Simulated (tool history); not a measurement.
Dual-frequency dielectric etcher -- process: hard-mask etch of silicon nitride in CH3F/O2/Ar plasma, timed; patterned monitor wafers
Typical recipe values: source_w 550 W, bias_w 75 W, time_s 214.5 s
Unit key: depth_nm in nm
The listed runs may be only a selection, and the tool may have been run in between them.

run,day,source_w,bias_w,time_s,wafers since the last listed run,hours since the last wet clean,hours since the last source power generator calibration,hours since the last bias power generator calibration,hours since the last upper electrode change,hours since the gauge calibration,"read-back reference wafer on the same gauge, depth_nm",depth_nm
1,0.000,550,75,214.5,0,172.7,1577.3,1004.3,4454.6,1201.5,186.7,175.8
2,3.712,550,75,214.5,773,261.8,1666.4,1093.4,4543.7,1290.6,186.9,174.7
3,6.012,550,75,214.5,479,317.0,1721.6,1148.6,4598.9,1345.8,186.5,174.9
4,8.288,550,75,214.5,474,371.6,1776.2,1203.2,4653.5,1400.4,187.3,176.6
5,10.329,550,75,214.5,425,420.6,1825.2,1252.2,4702.5,1449.4,187.3,175.3
# day 12.358: wet clean of the chamber
6,12.721,550,75,214.5,290,8.7,1882.6,1309.6,4759.9,1506.8,187.3,173.8
7,15.125,550,75,214.5,501,66.4,1940.3,1367.3,4817.6,1564.5,187.2,174.5
# day 16.308: source power generator calibrated
8,16.500,550,75,214.5,251,99.4,4.6,1400.3,4850.6,1597.5,187.2,180.0
9,19.392,550,64,214.5,602,168.8,74.0,1469.7,4920.0,1666.9,187.4,172.4
10,22.075,550,75,177.5,559,233.2,138.4,1534.1,4984.4,1731.3,187.0,147.8
# day 23.675: bias power generator calibrated
# day 23.779: gauge calibrated
11,24.688,460,75,214.5,509,295.9,201.1,24.3,5047.1,21.8,186.9,159.2
12,26.400,550,61,214.5,356,337.0,242.2,65.4,5088.2,62.9,186.9,170.6
# day 27.504: upper electrode replaced, of another model than before
13,27.525,550,75,214.5,26,364.0,269.2,92.4,0.5,89.9,187.0,178.6
# day 29.912: wet clean of the chamber
14,29.933,510,75,214.5,293,0.5,327.0,150.2,58.3,147.7,187.3,174.2
15,31.967,600,87,150.5,423,49.3,375.8,199.0,107.1,196.5,186.8,134.9
16,33.904,550,75,214.5,403,95.8,422.3,245.5,153.6,243.0,187.3,177.8
17,36.138,460,69,164.0,465,149.4,475.9,299.1,207.2,296.6,186.6,125.0
18,38.417,450,75,171.0,475,204.1,530.6,353.8,261.9,351.3,187.1,130.9
19,41.017,600,90,191.0,541,266.5,593.0,416.2,324.3,413.7,187.4,172.0
20,43.075,680,70,255.0,428,315.9,642.4,465.6,373.7,463.1,187.0,230.2
21,44.429,480,85,214.5,282,348.4,674.9,498.1,406.2,495.6,186.9,172.6
# day 48.654: wet clean of the chamber
22,50.288,550,75,214.5,1012,39.2,815.5,638.7,546.8,636.2,187.0,177.9
23,51.367,620,63,238.0,224,65.1,841.4,664.6,572.7,662.1,186.8,201.2
24,52.912,480,59,176.5,322,102.2,878.5,701.7,609.8,699.2,187.3,132.6
25,55.279,510,91,214.5,493,159.0,935.3,758.5,666.6,756.0,186.8,181.2
26,58.208,550,70,232.5,610,229.3,1005.6,828.8,736.9,826.3,187.0,191.9
27,60.533,550,75,242.0,484,285.1,1061.4,884.6,792.7,882.1,186.8,200.6
28,62.162,680,70,255.0,339,324.2,1100.5,923.7,831.8,921.2,187.2,227.2

Consider 5 possible next runs. They are alternatives, not a sequence: every one starts from the tool as it was left by run 28. What does each give?
A,62.183,550,75,252.0,4,324.7,1101.0,924.2,832.3,921.7,?,?
B,62.183,550,75,263.5,4,324.7,1101.0,924.2,832.3,921.7,?,?
C,62.183,460,81,173.5,4,324.7,1101.0,924.2,832.3,921.7,?,?
D,62.183,630,85,233.5,4,324.7,1101.0,924.2,832.3,921.7,?,?
E,62.183,550,63,264.5,4,324.7,1101.0,924.2,832.3,921.7,?,?

run,"read-back reference wafer on the same gauge, depth_nm",depth_nm
A,187.4,210.9
B,187.4,220.5
C,187.4,136.9
D,187.4,212.1
E,187.4,214.2
Without the tool's unlogged condition, the same runs would have read:
run,depth_nm
A,212.3
B,222.0
C,137.8
D,213.5
E,215.6

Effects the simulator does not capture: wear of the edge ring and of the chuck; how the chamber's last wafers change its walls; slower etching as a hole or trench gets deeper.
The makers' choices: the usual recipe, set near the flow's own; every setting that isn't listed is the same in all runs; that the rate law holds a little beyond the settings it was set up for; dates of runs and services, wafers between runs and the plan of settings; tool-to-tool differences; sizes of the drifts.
